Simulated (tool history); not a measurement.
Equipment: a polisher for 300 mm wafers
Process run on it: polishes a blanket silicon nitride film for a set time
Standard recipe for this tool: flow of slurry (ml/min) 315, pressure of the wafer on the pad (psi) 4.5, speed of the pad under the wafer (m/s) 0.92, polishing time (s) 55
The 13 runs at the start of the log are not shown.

| run | hour | flow of slurry (ml/min) | pressure of the wafer on the pad (psi) | speed of the pad under the wafer (m/s) | polishing time (s) | incoming thickness of the incoming film, nm | film removed (angstrom) |
|---|---|---|---|---|---|---|---|
| 14 | 543.2 | 315 | 4.5 | 0.92 | 55 | 817.3 | 1250 |
|  | 561.8 | slurry nozzle cleaned |
| 15 | 608.6 | 315 | 3.8 | 0.92 | 55 | 807.4 | 1094 |
| 16 | 659.0 | 315 | 4.5 | 0.92 | 55 | 807.9 | 1232 |
| 17 | 708.4 | 275 | 4.0 | 0.92 | 55 | 838.7 | 1122 |
|  | 722.0 | worn pad replaced by a new one |
| 18 | 746.4 | 260 | 6.0 | 0.78 | 64 | 806.8 | 1658 |
| 19 | 796.0 | 315 | 4.5 | 1.02 | 55 | 808.6 | 1336 |
| 20 | 851.1 | 280 | 4.5 | 1.16 | 73 | 820.0 | 1885 |
|  | 857.1 | head pressure recalibrated |
| 21 | 913.4 | 315 | 4.5 | 0.92 | 55 | 824.1 | 1224 |
| 22 | 997.6 | 250 | 3.7 | 0.74 | 48 | 808.0 | 788 |
| 23 | 1047.7 | 315 | 4.5 | 0.72 | 55 | 818.7 | 1076 |
|  | 1073.6 | worn pad replaced by a new one |
| 24 | 1086.9 | 250 | 4.5 | 0.92 | 55 | 815.5 | 1206 |
| 25 | 1148.8 | 410 | 6.0 | 0.92 | 55 | 817.3 | 1623 |
| 26 | 1186.0 | 315 | 4.5 | 0.92 | 41 | 829.4 | 923 |
| 27 | 1327.8 | 315 | 5.0 | 0.92 | 55 | 804.2 | 1351 |
|  | 1346.2 | slurry nozzle cleaned |
| 28 | 1353.5 | 315 | 4.5 | 0.92 | 55 | 826.5 | 1257 |
|  | 1438.8 | worn pad replaced by a new one |
| 29 | 1454.3 | 315 | 4.5 | 0.78 | 55 | 831.7 | 1143 |
| 30 | 1480.4 | 315 | 4.5 | 0.92 | 55 | 826.0 | 1257 |
| 31 | 1528.0 | 315 | 4.5 | 0.92 | 67 | 835.4 | 1563 |
| 32 | 1594.6 | 315 | 4.5 | 0.92 | 55 | 815.2 | 1268 |

Alternative continuations, all from the tool just after run 32; predict every row:
| A | 1595.0 | 315 | 4.5 | 0.82 | 55 | 813.1 | ? |
| B | 1595.0 | 315 | 3.2 | 1.04 | 60 | 813.1 | ? |
| C | 1595.0 | 385 | 4.9 | 0.64 | 63 | 813.1 | ? |

| run | film removed (angstrom) |
|---|---|
| A | 1182 |
| B | 1132 |
| C | 1287 |
What these runs would have given with no unlogged condition in the tool:
| run | film removed (angstrom) |
|---|---|
| A | 1121 |
| B | 1073 |
| C | 1220 |
